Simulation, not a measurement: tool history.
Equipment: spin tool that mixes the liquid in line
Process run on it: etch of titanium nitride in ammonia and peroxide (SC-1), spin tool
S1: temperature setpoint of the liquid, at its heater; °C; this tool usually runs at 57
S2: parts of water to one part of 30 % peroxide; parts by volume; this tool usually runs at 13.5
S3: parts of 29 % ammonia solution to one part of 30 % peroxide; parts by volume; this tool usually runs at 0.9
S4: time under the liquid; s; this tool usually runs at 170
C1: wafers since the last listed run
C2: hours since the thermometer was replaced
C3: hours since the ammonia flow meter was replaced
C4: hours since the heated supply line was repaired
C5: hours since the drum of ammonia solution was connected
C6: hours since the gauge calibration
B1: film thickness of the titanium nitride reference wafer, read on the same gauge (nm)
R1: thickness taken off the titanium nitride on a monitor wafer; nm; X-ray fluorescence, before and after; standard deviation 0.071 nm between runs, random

run   hour    S1    S2    S3   S4   C1     C2      C3      C4     C5     C6     B1     R1
  1      0    53  13.5   0.9  170    0  527.3  1763.6  3052.4   74.7  353.6     70  11.17
  2   26.3    53  13.5   0.9  170  147  553.6  1789.9  3078.7    101  379.9     70  11.13
  3     56    53  13.5   0.9  170  166  583.3  1819.6  3108.4  130.7  409.6  69.99  11.25
  4     92    57  13.5   0.9  170  202  619.3  1855.6  3144.4  166.7  445.6  70.01  14.64
  5  111.6    57  13.5   0.9  170  110  638.9  1875.2    3164  186.3  465.2  70.02  14.58
  6  130.4    57  13.5   0.9  170  105  657.7    1894  3182.8  205.1    484  69.99  14.64
     138.7  -- thermometer replaced
  7  145.7    57  13.5   0.9  170   80      7  1909.3  3198.1  220.4  499.3  70.01  14.36
  8  162.2    57  13.5   0.9  170   92   23.5  1925.8  3214.6  236.9  515.8     70  14.34
  9  182.1    57  13.5   0.9  170  111   43.4  1945.7  3234.5  256.8  535.7  69.99   14.5
     206.5  -- heated supply line repaired
 10    207    57  13.5   0.7  170  134   68.3  1970.6     0.5  281.7  560.6     70  13.88
     231.8  -- gauge calibrated
 11    237    57  13.5  1.05  170  168   98.3  2000.6    30.5  311.7    5.2  70.01  14.64
 12  269.1    57  13.5   0.9  170  180  130.4  2032.7    62.6  343.8   37.3     70  14.21
     274.3  -- ammonia flow meter replaced
     276.7  -- thermometer replaced, repeated, since the last time left the tool worse
       291  -- new drum of ammonia solution connected
 13  293.4    57  13.5   1.2  170  119   16.7    19.1    86.9    2.4   61.6     70  15.68
 14  327.2    57  13.5   0.9  170  189   50.5    52.9   120.7   36.2   95.4  69.99  14.99
 15  343.9    57  13.5   0.9  170   93   67.2    69.6   137.4   52.9  112.1     70  14.85
 16  361.1    61     8   0.9  170   96   84.4    86.8   154.6   70.1  129.3  69.98  25.35
 17  375.4    57  13.5   0.9  170   80   98.7   101.1   168.9   84.4  143.6  70.02  14.84
 18  398.5    51  11.5  1.05  170  129  121.8   124.2     192  107.5  166.7  69.99  11.01
 19  432.5  53.5  10.5   1.2  170  190  155.8   158.2     226  141.5  200.7  70.01  13.98
 20  456.3    57  13.5   0.9  170  133  179.6     182   249.8  165.3  224.5  69.98  14.84
 21  471.9  47.5  19.5   0.9  170   87  195.2   197.6   265.4  180.9  240.1  70.02   6.35
 22  491.5  51.5     9   1.1  140  110  214.8   217.2     285  200.5  259.7     70  10.72
 23    513    57  19.5   0.9  170  120  236.3   238.7   306.5    222  281.2  69.98  12.12
 24  540.6  63.5  13.5   0.9  100  154  263.9   266.3   334.1  249.6  308.8  69.98  13.38
 25  559.4  60.5  13.5   0.9  200  105  282.7   285.1   352.9  268.4  327.6  70.03  21.87

Each row is a separate what-if for the run after 25, all from the same tool condition, not one after another. Results?
  A  559.9  57  13.5  0.9  170   2  283.2  285.6  353.4  268.9  328.1   ?   ?
  B  559.9  63    19  0.9  170   2  283.2  285.6  353.4  268.9  328.1   ?   ?
  C  559.9  57     8  0.9  170   2  283.2  285.6  353.4  268.9  328.1   ?   ?

run  B1     R1
  A  70  14.82
  B  70  18.29
  C  70  19.31
With no hidden state in the tool, these same runs would have given:
run     R1
  A  14.97
  B  18.47
  C  19.51
